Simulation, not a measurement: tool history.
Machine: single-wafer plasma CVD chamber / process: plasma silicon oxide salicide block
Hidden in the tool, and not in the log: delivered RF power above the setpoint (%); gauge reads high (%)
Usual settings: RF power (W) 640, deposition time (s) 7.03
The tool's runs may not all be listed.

run	hour	RF power (W)	deposition time (s)	wafers since the last listed run	hours since the last RF generator calibration	hours since the showerhead was replaced	hours since the gauge calibration	read-back reference wafer on the same gauge, thickness_nm	mean film thickness on the monitor wafer (Å)
1	0.0	640	7.03	0	800.2	2426.6	268.6	73.427	685.84
# hour 104.4: RF generator calibrated
2	104.9	640	7.03	3019	0.5	2531.5	373.5	73.437	709.42
3	135.2	640	7.79	944	30.8	2561.8	403.8	73.389	777.09
4	168.4	640	7.79	1034	64.0	2595.0	437.0	73.367	777.56
5	183.8	640	7.03	479	79.4	2610.4	452.4	73.309	706.75
6	209.7	640	7.03	807	105.3	2636.3	478.3	73.448	704.06
7	236.0	640	7.03	819	131.6	2662.6	504.6	73.340	700.20
8	284.2	575	7.03	1501	179.8	2710.8	552.8	73.344	669.06
9	301.6	640	7.03	542	197.2	2728.2	570.2	73.332	691.95
10	315.5	640	7.03	433	211.1	2742.1	584.1	73.425	689.71
11	332.4	640	7.03	526	228.0	2759.0	601.0	73.348	691.42
12	359.0	640	7.03	828	254.6	2785.6	627.6	73.377	692.29
13	425.0	640	7.03	2056	320.6	2851.6	693.6	73.396	693.34
# hour 461.8: showerhead replaced
14	462.3	575	6.02	913	357.9	0.5	730.9	73.396	565.54
15	487.2	575	6.02	775	382.8	25.4	755.8	73.438	568.09
16	509.2	575	6.02	685	404.8	47.4	777.8	73.413	569.80
17	526.4	640	7.03	535	422.0	64.6	795.0	73.381	690.25
18	559.0	640	7.03	1015	454.6	97.2	827.6	73.381	691.42
19	578.4	640	7.03	604	474.0	116.6	847.0	73.390	683.32
20	594.6	640	7.03	504	490.2	132.8	863.2	73.344	691.85
21	622.8	640	7.03	878	518.4	161.0	891.4	73.375	694.28
22	635.2	695	8.38	386	530.8	173.4	903.8	73.395	846.22
# hour 697.1: gauge calibrated
23	700.1	640	7.97	2022	595.7	238.3	3.0	73.422	781.48
24	729.2	580	7.87	906	624.8	267.4	32.1	73.349	743.69
25	754.5	640	7.03	788	650.1	292.7	57.4	73.484	687.09
26	783.8	560	7.03	913	679.4	322.0	86.7	73.411	658.81
27	811.0	710	6.50	847	706.6	349.2	113.9	73.377	661.31
28	824.3	640	7.03	414	719.9	362.5	127.2	73.427	692.39
29	854.7	640	7.03	947	750.3	392.9	157.6	73.355	684.09
30	888.6	640	7.03	1056	784.2	426.8	191.5	73.391	683.69

Forecast run 31:
31	903.8	595	6.48	473	799.4	442.0	206.7	?	?

read-back reference wafer on the same gauge, thickness_nm: 73.469
mean film thickness on the monitor wafer (Å): 617.30
The same run, on a tool lacking any hidden state, would have yielded mean film thickness on the monitor wafer (Å) 636.79.
